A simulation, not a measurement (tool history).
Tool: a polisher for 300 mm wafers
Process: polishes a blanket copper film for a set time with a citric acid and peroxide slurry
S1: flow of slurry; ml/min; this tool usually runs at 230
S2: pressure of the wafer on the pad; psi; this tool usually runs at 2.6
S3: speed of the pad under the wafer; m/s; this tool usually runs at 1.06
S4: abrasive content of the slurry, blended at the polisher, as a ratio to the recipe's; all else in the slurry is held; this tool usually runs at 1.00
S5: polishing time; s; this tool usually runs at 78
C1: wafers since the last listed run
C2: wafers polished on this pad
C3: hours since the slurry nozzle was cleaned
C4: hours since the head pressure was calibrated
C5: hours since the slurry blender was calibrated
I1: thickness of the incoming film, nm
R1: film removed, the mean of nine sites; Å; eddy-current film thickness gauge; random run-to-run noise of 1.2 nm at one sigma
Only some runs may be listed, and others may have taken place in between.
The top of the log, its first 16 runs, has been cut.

run    hour   S1   S2    S3    S4  S5    C1    C2     C3      C4     C5      I1    R1
     1221.2  -- worn pad replaced by a new one
 17  1225.3  230  2.6  1.06  1.00  78   628    29  586.3  1037.9  400.3  1046.7  1531
 18  1326.7  230  2.6  1.06  0.90  52   725   754  687.7  1139.3  501.7  1027.4   979
 19  1381.9  230  2.6  1.06  1.00  78   395  1149  742.9  1194.5  556.9  1052.8  1510
 20  1468.7  185  2.6  1.06  0.90  52   621  1771  829.7  1281.3  643.7  1043.5   975
     1476.9  -- head pressure recalibrated
     1543.1  -- slurry nozzle cleaned
 21  1563.5  170  2.9  1.06  1.00  78   656  2428   20.4    86.6  738.5  1049.9  1636
     1573.5  -- slurry blender recalibrated
 22  1671.5  230  2.6  1.40  1.00  78   758  3186  128.4   194.6   98.0  1063.7  2018
 23  1756.8  230  2.0  1.06  1.00  63   610  3797  213.7   279.9  183.3  1039.6  1023
     1846.7  -- worn pad replaced by a new one
 24  1849.5  230  2.6  1.06  0.80  78   634    19  306.4   372.6  276.0  1045.0  1459
 25  1909.5  230  3.1  1.06  1.00  78   429   449  366.4   432.6  336.0  1042.0  1746
 26  2012.5  230  2.6  1.06  1.00  78   737  1186  469.4   535.6  439.0  1070.3  1519
 27  2106.9  150  2.1  1.32  1.00  78   675  1861  563.8   630.0  533.4  1056.2  1550
     2196.7  -- slurry blender recalibrated
 28  2204.0  210  2.6  1.06  1.00  78   680  2542  660.9   727.1    7.3  1060.9  1535
 29  2306.0  165  3.1  1.06  0.85  78   729  3272  762.9   829.1  109.3  1043.3  1663
 30  2345.0  230  2.6  1.06  1.00  64   279  3551  801.9   868.1  148.3  1060.8  1255
     2372.7  -- slurry nozzle cleaned
     2426.1  -- worn pad replaced by a new one
 31  2544.0  150  2.1  1.32  1.00  78  1388   843  171.3  1067.1  347.3  1055.3  1555

Predict each of these 3 candidate next runs independently; none follows another, all start after run 31:
  A  2544.4  230  2.6  1.06  1.00  78   2  846  171.7  1067.5  347.7  1047.0   ?
  B  2544.4  155  2.6  1.06  1.25  78   2  846  171.7  1067.5  347.7  1047.0   ?
  C  2544.4  230  2.1  1.26  1.00  68   2  846  171.7  1067.5  347.7  1047.0   ?

run    R1
  A  1517
  B  1519
  C  1334
What these runs would have given with no unlogged condition in the tool:
run    R1
  A  1554
  B  1558
  C  1367

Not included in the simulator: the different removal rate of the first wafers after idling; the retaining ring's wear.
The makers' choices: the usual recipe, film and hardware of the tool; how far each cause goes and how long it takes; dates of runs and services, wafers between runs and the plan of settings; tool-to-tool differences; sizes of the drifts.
